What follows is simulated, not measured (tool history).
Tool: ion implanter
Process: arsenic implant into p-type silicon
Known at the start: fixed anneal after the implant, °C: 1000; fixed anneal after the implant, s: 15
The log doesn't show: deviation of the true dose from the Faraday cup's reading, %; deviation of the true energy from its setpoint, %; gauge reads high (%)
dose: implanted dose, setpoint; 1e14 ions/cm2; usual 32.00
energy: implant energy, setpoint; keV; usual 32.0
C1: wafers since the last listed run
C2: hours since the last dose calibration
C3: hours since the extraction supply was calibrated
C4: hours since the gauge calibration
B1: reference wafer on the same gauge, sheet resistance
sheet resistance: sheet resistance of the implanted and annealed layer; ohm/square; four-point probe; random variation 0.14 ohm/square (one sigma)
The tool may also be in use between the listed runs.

{"run": 1, "hour": 0.0, "dose": 32.0, "energy": 32.0, "C1": 0, "C2": 829.5, "C3": 5127.1, "C4": 290.2, "B1": 84.39, "sheet resistance": 92.32}
{"run": 2, "hour": 16.9, "dose": 32.0, "energy": 32.0, "C1": 155, "C2": 846.4, "C3": 5144.0, "C4": 307.1, "B1": 84.35, "sheet resistance": 92.34}
{"run": 3, "hour": 40.9, "dose": 32.0, "energy": 32.0, "C1": 220, "C2": 870.4, "C3": 5168.0, "C4": 331.1, "B1": 84.37, "sheet resistance": 92.63}
{"run": 4, "hour": 55.5, "dose": 32.0, "energy": 32.0, "C1": 134, "C2": 885.0, "C3": 5182.6, "C4": 345.7, "B1": 84.41, "sheet resistance": 92.39}
{"run": 5, "hour": 145.7, "dose": 32.0, "energy": 32.0, "C1": 829, "C2": 975.2, "C3": 5272.8, "C4": 435.9, "B1": 84.41, "sheet resistance": 92.26}
{"run": 6, "hour": 167.0, "dose": 32.0, "energy": 32.0, "C1": 195, "C2": 996.5, "C3": 5294.1, "C4": 457.2, "B1": 84.43, "sheet resistance": 92.24}
{"run": 7, "hour": 182.8, "dose": 36.1, "energy": 32.0, "C1": 145, "C2": 1012.3, "C3": 5309.9, "C4": 473.0, "B1": 84.43, "sheet resistance": 91.14}
{"run": 8, "hour": 208.4, "dose": 36.1, "energy": 32.0, "C1": 235, "C2": 1037.9, "C3": 5335.5, "C4": 498.6, "B1": 84.41, "sheet resistance": 91.27}
{"run": 9, "hour": 235.9, "dose": 36.1, "energy": 32.0, "C1": 252, "C2": 1065.4, "C3": 5363.0, "C4": 526.1, "B1": 84.36, "sheet resistance": 90.89}
{"run": 10, "hour": 253.7, "dose": 32.0, "energy": 32.0, "C1": 163, "C2": 1083.2, "C3": 5380.8, "C4": 543.9, "B1": 84.37, "sheet resistance": 92.39}
{"hour": 263.9, "done": "extraction supply calibrated"}
{"run": 11, "hour": 293.7, "dose": 32.0, "energy": 32.0, "C1": 294, "C2": 1123.2, "C3": 29.8, "C4": 583.9, "B1": 84.38, "sheet resistance": 92.59}
{"run": 12, "hour": 316.6, "dose": 32.0, "energy": 32.0, "C1": 210, "C2": 1146.1, "C3": 52.7, "C4": 606.8, "B1": 84.44, "sheet resistance": 92.28}
{"run": 13, "hour": 332.5, "dose": 27.26, "energy": 32.0, "C1": 146, "C2": 1162.0, "C3": 68.6, "C4": 622.7, "B1": 84.38, "sheet resistance": 94.09}
{"run": 14, "hour": 348.0, "dose": 27.8, "energy": 38.5, "C1": 142, "C2": 1177.5, "C3": 84.1, "C4": 638.2, "B1": 84.38, "sheet resistance": 85.57}
{"hour": 377.4, "done": "gauge calibrated"}
{"run": 15, "hour": 378.9, "dose": 27.8, "energy": 38.5, "C1": 284, "C2": 1208.4, "C3": 115.0, "C4": 1.5, "B1": 84.43, "sheet resistance": 85.61}
{"run": 16, "hour": 423.5, "dose": 39.65, "energy": 32.0, "C1": 409, "C2": 1253.0, "C3": 159.6, "C4": 46.1, "B1": 84.45, "sheet resistance": 90.2}
{"run": 17, "hour": 445.4, "dose": 24.55, "energy": 32.0, "C1": 201, "C2": 1274.9, "C3": 181.5, "C4": 68.0, "B1": 84.41, "sheet resistance": 95.6}
{"run": 18, "hour": 472.3, "dose": 32.0, "energy": 32.0, "C1": 247, "C2": 1301.8, "C3": 208.4, "C4": 94.9, "B1": 84.37, "sheet resistance": 92.39}
{"run": 19, "hour": 493.7, "dose": 28.05, "energy": 22.0, "C1": 196, "C2": 1323.2, "C3": 229.8, "C4": 116.3, "B1": 84.4, "sheet resistance": 111.65}
{"run": 20, "hour": 517.4, "dose": 28.04, "energy": 38.5, "C1": 217, "C2": 1346.9, "C3": 253.5, "C4": 140.0, "B1": 84.38, "sheet resistance": 85.4}
{"run": 21, "hour": 545.3, "dose": 32.0, "energy": 32.0, "C1": 256, "C2": 1374.8, "C3": 281.4, "C4": 167.9, "B1": 84.38, "sheet resistance": 92.56}
{"run": 22, "hour": 570.5, "dose": 32.0, "energy": 23.0, "C1": 231, "C2": 1400.0, "C3": 306.6, "C4": 193.1, "B1": 84.42, "sheet resistance": 107.81}
{"run": 23, "hour": 589.5, "dose": 32.0, "energy": 32.0, "C1": 174, "C2": 1419.0, "C3": 325.6, "C4": 212.1, "B1": 84.38, "sheet resistance": 92.44}
{"run": 24, "hour": 610.5, "dose": 38.9, "energy": 38.5, "C1": 193, "C2": 1440.0, "C3": 346.6, "C4": 233.1, "B1": 84.41, "sheet resistance": 81.65}
{"hour": 630.3, "done": "Faraday cup replaced and dose calibrated"}
{"run": 25, "hour": 636.3, "dose": 23.81, "energy": 32.0, "C1": 163, "C2": 6.0, "C3": 372.4, "C4": 258.9, "B1": 84.4, "sheet resistance": 96.05}
{"run": 26, "hour": 665.6, "dose": 23.84, "energy": 26.0, "C1": 269, "C2": 35.3, "C3": 401.7, "C4": 288.2, "B1": 84.38, "sheet resistance": 105.81}
{"run": 27, "hour": 695.0, "dose": 40.7, "energy": 23.5, "C1": 270, "C2": 64.7, "C3": 431.1, "C4": 317.6, "B1": 84.35, "sheet resistance": 104.09}

Run 28 comes next. What will it give?
{"run": 28, "hour": 714.5, "dose": 37.95, "energy": 32.0, "C1": 179, "C2": 84.2, "C3": 450.6, "C4": 337.1, "B1": "?", "sheet resistance": "?"}

{"run 28": {"B1": 84.36, "sheet resistance": 90.71}}
Without the tool's hidden state the same run would have given sheet resistance 90.71 ohm/square.
